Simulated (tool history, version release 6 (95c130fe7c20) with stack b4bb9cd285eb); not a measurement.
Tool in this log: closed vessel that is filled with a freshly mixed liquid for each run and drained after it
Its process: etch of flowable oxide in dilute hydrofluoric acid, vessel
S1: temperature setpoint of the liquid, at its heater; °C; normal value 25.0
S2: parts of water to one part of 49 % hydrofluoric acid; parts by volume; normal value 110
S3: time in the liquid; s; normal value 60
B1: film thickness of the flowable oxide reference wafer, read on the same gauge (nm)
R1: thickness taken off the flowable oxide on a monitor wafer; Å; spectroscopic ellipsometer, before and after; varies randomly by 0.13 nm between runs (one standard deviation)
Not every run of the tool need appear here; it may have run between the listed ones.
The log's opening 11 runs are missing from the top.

Run 12, hour 546.9: usual settings; B1 89.96. Result: R1 243.7 Å.
Run 13, hour 607.6: usual settings but S1 21.5 °C, S2 70 parts by volume; B1 90.01. Result: R1 349.6 Å.
Run 14, hour 663.9: usual settings but S1 22.0 °C, S2 80 parts by volume, S3 75 s; B1 89.98. Result: R1 383.3 Å.
Run 15, hour 705.8: usual settings; B1 90.00. Result: R1 242.2 Å.
At hour 713.0: thermometer replaced.
Run 16, hour 737.4: usual settings but S1 28.0 °C, S2 55 parts by volume; B1 90.06. Result: R1 606.8 Å.
At hour 769.7: gauge calibrated.
Run 17, hour 781.4: usual settings but S1 26.5 °C, S2 80 parts by volume, S3 30 s; B1 90.01. Result: R1 188.9 Å.
Run 18, hour 817.7: usual settings but S2 85 parts by volume, S3 85 s; B1 90.03. Result: R1 470.9 Å.
Run 19, hour 875.1: usual settings but S2 130 parts by volume; B1 90.02. Result: R1 205.6 Å.
At hour 882.1: hydrofluoric acid flow meter replaced.
Run 20, hour 945.0: usual settings but S1 29.0 °C, S3 90 s; B1 89.99. Result: R1 426.9 Å.
Run 21, hour 973.2: usual settings but S1 20.0 °C, S2 160 parts by volume, S3 35 s; B1 90.00. Result: R1 77.3 Å.
Run 22, hour 1020.1: usual settings but S3 80 s; B1 90.00. Result: R1 329.7 Å.
Run 23, hour 1058.5: usual settings but S1 23.5 °C; B1 89.98. Result: R1 230.5 Å.
Run 24, hour 1095.3: usual settings but S1 28.0 °C, S2 95 parts by volume, S3 90 s; B1 89.93. Result: R1 491.6 Å.
Run 25, hour 1155.9: usual settings but S1 23.0 °C, S2 80 parts by volume, S3 50 s; B1 90.03. Result: R1 269.0 Å.
Run 26, hour 1183.1: usual settings but S1 26.5 °C; B1 89.99. Result: R1 260.8 Å.
Run 27, hour 1254.6: usual settings but S3 50 s; B1 90.01. Result: R1 203.7 Å.
Run 28, hour 1409.8: usual settings but S1 22.0 °C, S2 70 parts by volume, S3 70 s; B1 89.97. Result: R1 411.2 Å.
At hour 1419.5: hydrofluoric acid flow meter replaced.
Run 29, hour 1447.9: usual settings but S1 22.0 °C, S3 80 s; B1 90.00. Result: R1 287.1 Å.
Run 30, hour 1474.2: usual settings but S2 85 parts by volume, S3 40 s; B1 89.98. Result: R1 214.1 Å.
At hour 1507.1: thermometer replaced.
Run 31, hour 1667.6: usual settings; B1 89.98. Result: R1 245.3 Å.
Run 32, hour 1695.1: usual settings but S1 22.5 °C; B1 89.99. Result: R1 224.9 Å.
Run 33, hour 1720.1: usual settings but S1 29.5 °C, S2 145 parts by volume, S3 95 s; B1 90.01. Result: R1 341.5 Å.
Run 34, hour 1785.7: usual settings but S1 21.5 °C, S2 70 parts by volume, S3 45 s; B1 90.02. Result: R1 264.1 Å.

Predict each of these 3 candidate next runs independently; none follows another, all start after run 34:
Run A, hour 1786.4: usual settings; B1 ?. Result: R1 ?.
Run B, hour 1786.4: usual settings but S2 60 parts by volume; B1 ?. Result: R1 ?.
Run C, hour 1786.4: usual settings but S3 30 s; B1 ?. Result: R1 ?.

run     B1     R1
  A  89.98  246.2
  B  89.98  481.1
  C  89.98  123.1
The same runs, with their run-to-run variation unchanged, on a tool lacking any hidden condition would have given:
run     R1
  A  251.4
  B  491.5
  C  125.7

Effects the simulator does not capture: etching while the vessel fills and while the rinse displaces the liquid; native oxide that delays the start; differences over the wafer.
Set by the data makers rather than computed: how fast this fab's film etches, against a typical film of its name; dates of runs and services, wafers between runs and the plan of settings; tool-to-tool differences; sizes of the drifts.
